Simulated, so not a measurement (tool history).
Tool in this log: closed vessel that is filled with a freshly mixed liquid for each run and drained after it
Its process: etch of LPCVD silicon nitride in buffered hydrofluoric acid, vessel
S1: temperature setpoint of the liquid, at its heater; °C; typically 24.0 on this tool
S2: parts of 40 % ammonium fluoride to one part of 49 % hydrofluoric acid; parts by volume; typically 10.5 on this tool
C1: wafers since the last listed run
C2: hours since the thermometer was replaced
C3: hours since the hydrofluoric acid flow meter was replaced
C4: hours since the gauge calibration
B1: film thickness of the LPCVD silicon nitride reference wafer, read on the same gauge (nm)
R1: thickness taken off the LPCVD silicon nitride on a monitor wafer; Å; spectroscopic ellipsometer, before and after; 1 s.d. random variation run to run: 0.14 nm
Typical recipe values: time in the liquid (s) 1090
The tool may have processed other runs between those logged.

{"run": 1, "hour": 0.0, "S1": 24.0, "S2": 10.5, "time in the liquid (s)": 1090, "C1": 0, "C2": 1951.7, "C3": 565.1, "C4": 1215.8, "B1": 50.0, "R1": 169.5}
{"run": 2, "hour": 53.9, "S1": 24.0, "S2": 10.5, "time in the liquid (s)": 1090, "C1": 2214, "C2": 2005.6, "C3": 619.0, "C4": 1269.7, "B1": 50.01, "R1": 172.1}
{"run": 3, "hour": 95.1, "S1": 24.0, "S2": 10.5, "time in the liquid (s)": 1090, "C1": 1692, "C2": 2046.8, "C3": 660.2, "C4": 1310.9, "B1": 50.0, "R1": 176.2}
{"run": 4, "hour": 148.9, "S1": 24.0, "S2": 10.5, "time in the liquid (s)": 1090, "C1": 2210, "C2": 2100.6, "C3": 714.0, "C4": 1364.7, "B1": 50.01, "R1": 175.2}
{"run": 5, "hour": 188.6, "S1": 26.5, "S2": 10.5, "time in the liquid (s)": 1090, "C1": 1630, "C2": 2140.3, "C3": 753.7, "C4": 1404.4, "B1": 50.01, "R1": 199.6}
{"run": 6, "hour": 278.4, "S1": 26.5, "S2": 10.5, "time in the liquid (s)": 1090, "C1": 3688, "C2": 2230.1, "C3": 843.5, "C4": 1494.2, "B1": 50.0, "R1": 199.0}
{"run": 7, "hour": 364.2, "S1": 24.0, "S2": 10.5, "time in the liquid (s)": 690, "C1": 3524, "C2": 2315.9, "C3": 929.3, "C4": 1580.0, "B1": 50.01, "R1": 108.5}
{"run": 8, "hour": 461.6, "S1": 24.0, "S2": 10.5, "time in the liquid (s)": 905, "C1": 4001, "C2": 2413.3, "C3": 1026.7, "C4": 1677.4, "B1": 49.99, "R1": 144.4}
{"run": 9, "hour": 524.1, "S1": 24.0, "S2": 10.5, "time in the liquid (s)": 905, "C1": 2567, "C2": 2475.8, "C3": 1089.2, "C4": 1739.9, "B1": 49.99, "R1": 143.6}
{"run": 10, "hour": 576.9, "S1": 24.0, "S2": 10.5, "time in the liquid (s)": 905, "C1": 2168, "C2": 2528.6, "C3": 1142.0, "C4": 1792.7, "B1": 50.01, "R1": 143.3}
{"run": 11, "hour": 680.9, "S1": 24.0, "S2": 10.5, "time in the liquid (s)": 1090, "C1": 4272, "C2": 2632.6, "C3": 1246.0, "C4": 1896.7, "B1": 49.98, "R1": 172.8}
{"run": 12, "hour": 751.3, "S1": 24.0, "S2": 10.5, "time in the liquid (s)": 1090, "C1": 2891, "C2": 2703.0, "C3": 1316.4, "C4": 1967.1, "B1": 50.02, "R1": 172.9}
{"run": 13, "hour": 857.4, "S1": 24.0, "S2": 10.5, "time in the liquid (s)": 1090, "C1": 4358, "C2": 2809.1, "C3": 1422.5, "C4": 2073.2, "B1": 49.99, "R1": 176.2}
{"hour": 906.3, "done": "gauge calibrated"}
{"run": 14, "hour": 1007.7, "S1": 24.0, "S2": 10.5, "time in the liquid (s)": 1090, "C1": 6174, "C2": 2959.4, "C3": 1572.8, "C4": 101.4, "B1": 49.99, "R1": 173.1}
{"run": 15, "hour": 1113.0, "S1": 28.0, "S2": 8.5, "time in the liquid (s)": 625, "C1": 4325, "C2": 3064.7, "C3": 1678.1, "C4": 206.7, "B1": 50.01, "R1": 146.4}
{"hour": 1136.7, "done": "thermometer replaced"}
{"run": 16, "hour": 1164.8, "S1": 24.0, "S2": 10.5, "time in the liquid (s)": 905, "C1": 2086, "C2": 28.1, "C3": 1729.9, "C4": 258.5, "B1": 49.99, "R1": 142.0}
{"run": 17, "hour": 1315.5, "S1": 19.5, "S2": 7.0, "time in the liquid (s)": 1645, "C1": 6190, "C2": 178.8, "C3": 1880.6, "C4": 409.2, "B1": 50.02, "R1": 299.1}
{"run": 18, "hour": 1417.1, "S1": 21.0, "S2": 13.5, "time in the liquid (s)": 445, "C1": 4173, "C2": 280.4, "C3": 1982.2, "C4": 510.8, "B1": 49.99, "R1": 46.4}
{"run": 19, "hour": 1458.4, "S1": 20.0, "S2": 13.5, "time in the liquid (s)": 720, "C1": 1696, "C2": 321.7, "C3": 2023.5, "C4": 552.1, "B1": 50.0, "R1": 70.7}
{"run": 20, "hour": 1532.7, "S1": 27.5, "S2": 13.0, "time in the liquid (s)": 1735, "C1": 3052, "C2": 396.0, "C3": 2097.8, "C4": 626.4, "B1": 49.99, "R1": 268.0}
{"run": 21, "hour": 1572.4, "S1": 26.5, "S2": 10.5, "time in the liquid (s)": 1090, "C1": 1630, "C2": 435.7, "C3": 2137.5, "C4": 666.1, "B1": 50.01, "R1": 198.8}
{"run": 22, "hour": 1667.8, "S1": 24.0, "S2": 10.5, "time in the liquid (s)": 1090, "C1": 3918, "C2": 531.1, "C3": 2232.9, "C4": 761.5, "B1": 50.0, "R1": 173.1}
{"hour": 1744.3, "done": "hydrofluoric acid flow meter replaced"}
{"run": 23, "hour": 1770.1, "S1": 24.0, "S2": 10.5, "time in the liquid (s)": 1090, "C1": 4161, "C2": 633.4, "C3": 25.8, "C4": 863.8, "B1": 50.01, "R1": 174.6}
{"run": 24, "hour": 1949.0, "S1": 22.5, "S2": 14.5, "time in the liquid (s)": 1430, "C1": 7349, "C2": 812.3, "C3": 204.7, "C4": 1042.7, "B1": 49.99, "R1": 150.3}
{"run": 25, "hour": 2004.5, "S1": 24.0, "S2": 12.0, "time in the liquid (s)": 1090, "C1": 2279, "C2": 867.8, "C3": 260.2, "C4": 1098.2, "B1": 49.99, "R1": 152.5}
{"run": 26, "hour": 2064.9, "S1": 24.0, "S2": 8.5, "time in the liquid (s)": 670, "C1": 2481, "C2": 928.2, "C3": 320.6, "C4": 1158.6, "B1": 49.99, "R1": 125.7}
{"run": 27, "hour": 2108.1, "S1": 24.0, "S2": 10.5, "time in the liquid (s)": 1090, "C1": 1774, "C2": 971.4, "C3": 363.8, "C4": 1201.8, "B1": 50.0, "R1": 173.4}
{"run": 28, "hour": 2214.4, "S1": 21.0, "S2": 13.5, "time in the liquid (s)": 1620, "C1": 4366, "C2": 1077.7, "C3": 470.1, "C4": 1308.1, "B1": 50.0, "R1": 173.0}

Below are 3 alternative next runs, each starting from the tool's condition after run 28. Predict each:
{"run": "A", "hour": 2215.4, "S1": 27.5, "S2": 10.5, "time in the liquid (s)": 1090, "C1": 41, "C2": 1078.7, "C3": 471.1, "C4": 1309.1, "B1": "?", "R1": "?"}
{"run": "B", "hour": 2215.4, "S1": 21.5, "S2": 7.0, "time in the liquid (s)": 1090, "C1": 41, "C2": 1078.7, "C3": 471.1, "C4": 1309.1, "B1": "?", "R1": "?"}
{"run": "C", "hour": 2215.4, "S1": 24.0, "S2": 13.5, "time in the liquid (s)": 1090, "C1": 41, "C2": 1078.7, "C3": 471.1, "C4": 1309.1, "B1": "?", "R1": "?"}

run=A B1=49.99 R1=209.8
run=B B1=49.99 R1=222.7
run=C B1=49.99 R1=135.9
Take away the tool's hidden state, keep each run's random variation, and the runs would have read:
run=A R1=209.8
run=B R1=222.7
run=C R1=135.9
